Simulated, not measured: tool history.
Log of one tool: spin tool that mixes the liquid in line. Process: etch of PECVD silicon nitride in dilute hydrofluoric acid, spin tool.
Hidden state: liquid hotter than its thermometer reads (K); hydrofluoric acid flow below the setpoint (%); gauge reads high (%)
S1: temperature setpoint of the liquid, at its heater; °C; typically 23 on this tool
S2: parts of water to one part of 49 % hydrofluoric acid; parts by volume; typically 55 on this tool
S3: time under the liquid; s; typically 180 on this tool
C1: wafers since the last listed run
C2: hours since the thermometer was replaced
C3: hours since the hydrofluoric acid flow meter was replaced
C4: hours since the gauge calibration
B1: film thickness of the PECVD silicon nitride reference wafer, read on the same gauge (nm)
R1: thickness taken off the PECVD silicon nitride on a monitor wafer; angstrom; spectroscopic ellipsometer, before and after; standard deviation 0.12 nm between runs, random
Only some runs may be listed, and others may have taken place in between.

| run | hour | S1 | S2 | S3 | C1 | C2 | C3 | C4 | B1 | R1 |
|---|---|---|---|---|---|---|---|---|---|---|
| 1 | 0 | 23 | 55 | 180 | 0 | 1920.3 | 1264.1 | 1229.9 | 100.01 | 166.6 |
| 2 | 38.3 | 23 | 55 | 180 | 305 | 1958.6 | 1302.4 | 1268.2 | 100 | 162.2 |
|  | 59.8 | thermometer replaced |
| 3 | 76.7 | 23 | 55 | 180 | 298 | 16.9 | 1340.8 | 1306.6 | 100 | 163.4 |
| 4 | 142.4 | 23 | 55 | 180 | 524 | 82.6 | 1406.5 | 1372.3 | 100 | 162.9 |
| 5 | 191.4 | 23 | 55 | 180 | 391 | 131.6 | 1455.5 | 1421.3 | 100.01 | 163.5 |
| 6 | 237.3 | 23 | 55 | 180 | 366 | 177.5 | 1501.4 | 1467.2 | 100.01 | 164.3 |
| 7 | 293.1 | 23 | 55 | 135 | 445 | 233.3 | 1557.2 | 1523 | 99.99 | 123.2 |
| 8 | 328.4 | 23 | 55 | 135 | 281 | 268.6 | 1592.5 | 1558.3 | 100 | 120.7 |
| 9 | 442.8 | 23 | 55 | 180 | 913 | 383 | 1706.9 | 1672.7 | 100 | 162.8 |
| 10 | 507.1 | 23 | 55 | 180 | 513 | 447.3 | 1771.2 | 1737 | 100 | 163.4 |
|  | 544 | hydrofluoric acid flow meter replaced |
| 11 | 659 | 23 | 55 | 180 | 1205 | 599.2 | 115 | 1888.9 | 99.99 | 167.9 |
| 12 | 725.9 | 20 | 55 | 180 | 534 | 666.1 | 181.9 | 1955.8 | 100 | 136.6 |
| 13 | 767.6 | 23 | 65 | 125 | 333 | 707.8 | 223.6 | 1997.5 | 100.01 | 99.1 |
| 14 | 792.2 | 23 | 45 | 220 | 196 | 732.4 | 248.2 | 2022.1 | 99.99 | 251.8 |
|  | 843.9 | gauge calibrated |
| 15 | 860.4 | 23 | 55 | 180 | 544 | 800.6 | 316.4 | 16.5 | 100.01 | 168.1 |
| 16 | 891.8 | 21 | 55 | 115 | 250 | 832 | 347.8 | 47.9 | 100 | 93.2 |
| 17 | 925 | 26.5 | 80 | 180 | 265 | 865.2 | 381 | 81.1 | 100.01 | 146.4 |
| 18 | 978.6 | 27 | 65 | 230 | 428 | 918.8 | 434.6 | 134.7 | 100 | 235.6 |
| 19 | 1005.8 | 23 | 55 | 180 | 217 | 946 | 461.8 | 161.9 | 99.99 | 166 |
| 20 | 1033.3 | 23 | 80 | 140 | 219 | 973.5 | 489.3 | 189.4 | 100.01 | 90.1 |
| 21 | 1059.1 | 18.5 | 85 | 255 | 206 | 999.3 | 515.1 | 215.2 | 99.99 | 112.1 |
| 22 | 1123.8 | 23 | 55 | 115 | 516 | 1064 | 579.8 | 279.9 | 99.99 | 108.2 |
| 23 | 1164.3 | 23 | 55 | 180 | 323 | 1104.5 | 620.3 | 320.4 | 100 | 167.5 |
| 24 | 1207.2 | 26 | 75 | 255 | 342 | 1147.4 | 663.2 | 363.3 | 100 | 213.5 |
| 25 | 1278 | 26.5 | 55 | 180 | 565 | 1218.2 | 734 | 434.1 | 100 | 213.2 |
| 26 | 1310.3 | 23 | 55 | 180 | 258 | 1250.5 | 766.3 | 466.4 | 99.99 | 167 |
| 27 | 1341.9 | 25 | 55 | 180 | 252 | 1282.1 | 797.9 | 498 | 100 | 189.3 |
| 28 | 1398.5 | 23 | 30 | 180 | 452 | 1338.7 | 854.5 | 554.6 | 100 | 301.7 |
| 29 | 1456.6 | 23 | 55 | 180 | 464 | 1396.8 | 912.6 | 612.7 | 100 | 166.2 |
| 30 | 1481.1 | 21 | 80 | 180 | 195 | 1421.3 | 937.1 | 637.2 | 100 | 101 |
| 31 | 1546.2 | 23 | 55 | 180 | 519 | 1486.4 | 1002.2 | 702.3 | 100 | 166.3 |

Consider 5 possible next runs. They are alternatives, not a sequence: every one starts from the tool as it was left by run 31. What does each give?
| A | 1546.7 | 18.5 | 55 | 180 | 3 | 1486.9 | 1002.7 | 702.8 | ? | ? |
| B | 1546.7 | 23 | 80 | 180 | 3 | 1486.9 | 1002.7 | 702.8 | ? | ? |
| C | 1546.7 | 19 | 55 | 180 | 3 | 1486.9 | 1002.7 | 702.8 | ? | ? |
| D | 1546.7 | 26 | 30 | 220 | 3 | 1486.9 | 1002.7 | 702.8 | ? | ? |
| E | 1546.7 | 19.5 | 55 | 275 | 3 | 1486.9 | 1002.7 | 702.8 | ? | ? |

| run | B1 | R1 |
|---|---|---|
| A | 99.99 | 121.4 |
| B | 99.99 | 114.6 |
| C | 99.99 | 125.8 |
| D | 99.99 | 447.6 |
| E | 99.99 | 198.9 |
Stripped of hidden state, with their random variation kept, the same runs would have yielded:
| run | R1 |
|---|---|
| A | 126.3 |
| B | 119.3 |
| C | 130.8 |
| D | 465.3 |
| E | 206.9 |
